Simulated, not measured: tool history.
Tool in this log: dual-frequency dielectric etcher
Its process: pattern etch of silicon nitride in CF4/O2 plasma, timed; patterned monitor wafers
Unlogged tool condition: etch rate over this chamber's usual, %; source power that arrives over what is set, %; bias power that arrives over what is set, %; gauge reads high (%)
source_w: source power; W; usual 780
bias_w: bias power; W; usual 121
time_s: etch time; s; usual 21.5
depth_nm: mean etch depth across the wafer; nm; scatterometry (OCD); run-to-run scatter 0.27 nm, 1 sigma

run   hour  source_w  bias_w  time_s  wafers since the last listed run  hours since the last wet clean  hours since the last source power generator calibration  hours since the last bias power generator calibration  hours since the last upper electrode change  hours since the gauge calibration  read-back reference wafer on the same gauge, depth_nm  depth_nm
  1    0.0       860     135    21.5                                 0                           306.8                                                   1655.8                                                 1943.9                                       5337.0                              530.1                                                   59.1      61.6
  2   22.7       860     135    21.5                               348                           329.5                                                   1678.5                                                 1966.6                                       5359.7                              552.8                                                   58.9      61.3
  3   37.3       780     121    21.5                               224                           344.1                                                   1693.1                                                 1981.2                                       5374.3                              567.4                                                   58.9      53.6
  4   67.6       780     121    21.5                               465                           374.4                                                   1723.4                                                 2011.5                                       5404.6                              597.7                                                   59.0      53.8
  5   82.3       780     121    24.0                               225                           389.1                                                   1738.1                                                 2026.2                                       5419.3                              612.4                                                   59.0      60.1
  6  105.2       780     121    24.0                               351                           412.0                                                   1761.0                                                 2049.1                                       5442.2                              635.3                                                   59.0      59.6
     135.1  -- bias power generator calibrated
     136.5  -- wet clean of the chamber
  7  137.0       780     121    24.0                               404                             0.5                                                   1792.8                                                    1.9                                       5474.0                              667.1                                                   59.0      60.4
  8  142.5       890     101    21.5                                84                             6.0                                                   1798.3                                                    7.4                                       5479.5                              672.6                                                   58.8      57.9
  9  162.0       890     101    21.5                               299                            25.5                                                   1817.8                                                   26.9                                       5499.0                              692.1                                                   59.0      58.9
 10  192.0       780     121    21.5                               460                            55.5                                                   1847.8                                                   56.9                                       5529.0                              722.1                                                   59.0      54.1
     225.5  -- upper electrode replaced
 11  226.0       780     121    21.5                               153                            89.5                                                   1881.8                                                   90.9                                          0.5                              756.1                                                   59.0      53.5
     241.3  -- source power generator calibrated
 12  250.1       780     121    21.5                               308                           113.6                                                      8.8                                                  115.0                                         24.6                              780.2                                                   58.9      50.7
 13  278.6       730     133    21.5                               437                           142.1                                                     37.3                                                  143.5                                         53.1                              808.7                                                   59.1      48.8
 14  309.1       850     121    20.0                               468                           172.6                                                     67.8                                                  174.0                                         83.6                              839.2                                                   59.0      52.0
 15  340.7       780     131    19.5                               485                           204.2                                                     99.4                                                  205.6                                        115.2                              870.8                                                   58.9      47.5
 16  376.3       780     121    21.5                               546                           239.8                                                    135.0                                                  241.2                                        150.8                              906.4                                                   59.0      50.9
 17  402.0       910     109    18.5                               394                           265.5                                                    160.7                                                  266.9                                        176.5                              932.1                                                   59.0      50.5
 18  427.3       780     121    17.0                               388                           290.8                                                    186.0                                                  292.2                                        201.8                              957.4                                                   59.1      40.5
 19  454.5       860     135    21.5                               417                           318.0                                                    213.2                                                  319.4                                        229.0                              984.6                                                   59.1      59.1
     468.1  -- gauge calibrated
 20  484.9       780     121    21.5                               466                           348.4                                                    243.6                                                  349.8                                        259.4                               16.8                                                   59.1      51.0
 21  497.1       700     141    16.0                               187                           360.6                                                    255.8                                                  362.0                                        271.6                               29.0                                                   59.0      35.8
 22  520.3       880     144    26.0                               356                           383.8                                                    279.0                                                  385.2                                        294.8                               52.2                                                   59.0      74.6
 23  541.7       780     121    21.5                               328                           405.2                                                    300.4                                                  406.6                                        316.2                               73.6                                                   58.9      51.8
 24  570.6       780     132    21.5                               443                           434.1                                                    329.3                                                  435.5                                        345.1                              102.5                                                   58.8      53.0
 25  591.1       630     121    21.5                               314                           454.6                                                    349.8                                                  456.0                                        365.6                              123.0                                                   59.1      40.5
     635.4  -- wet clean of the chamber
 26  635.9       780     121    16.5                               319                             0.5                                                    394.6                                                  500.8                                        410.4                              167.8                                                   59.0      39.4
 27  638.2       920     100    23.5                                35                             2.8                                                    396.9                                                  503.1                                        412.7                              170.1                                                   59.0      63.0
 28  651.3       780     121    21.5                               201                            15.9                                                    410.0                                                  516.2                                        425.8                              183.2                                                   59.1      51.6
 29  668.8       780     121    21.5                               268                            33.4                                                    427.5                                                  533.7                                        443.3                              200.7                                                   58.9      51.6
 30  696.3       890     136    23.5                               422                            60.9                                                    455.0                                                  561.2                                        470.8                              228.2                                                   58.9      67.9

List, for all runs, the conditions of the tool that the log does not record:
etch rate over this chamber's usual, %: 0 on each run
bias power that arrives over what is set, %: 0 on each run
gauge reads high (%): 0 on each run
H1: source power that arrives over what is set, %
run       H1
  1     4.72
  2     4.78
  3     4.82
  4      4.9
  5     4.94
  6        5
  7     5.09
  8      5.1
  9     5.15
 10     5.23
 11     5.32
 12   -0.104
 13  -0.0279
 14   0.0539
 15    0.139
 16    0.234
 17    0.303
 18    0.371
 19    0.444
 20    0.526
 21    0.558
 22    0.621
 23    0.678
 24    0.756
 25    0.811
 26    0.931
 27    0.937
 28    0.972
 29     1.02
 30     1.09
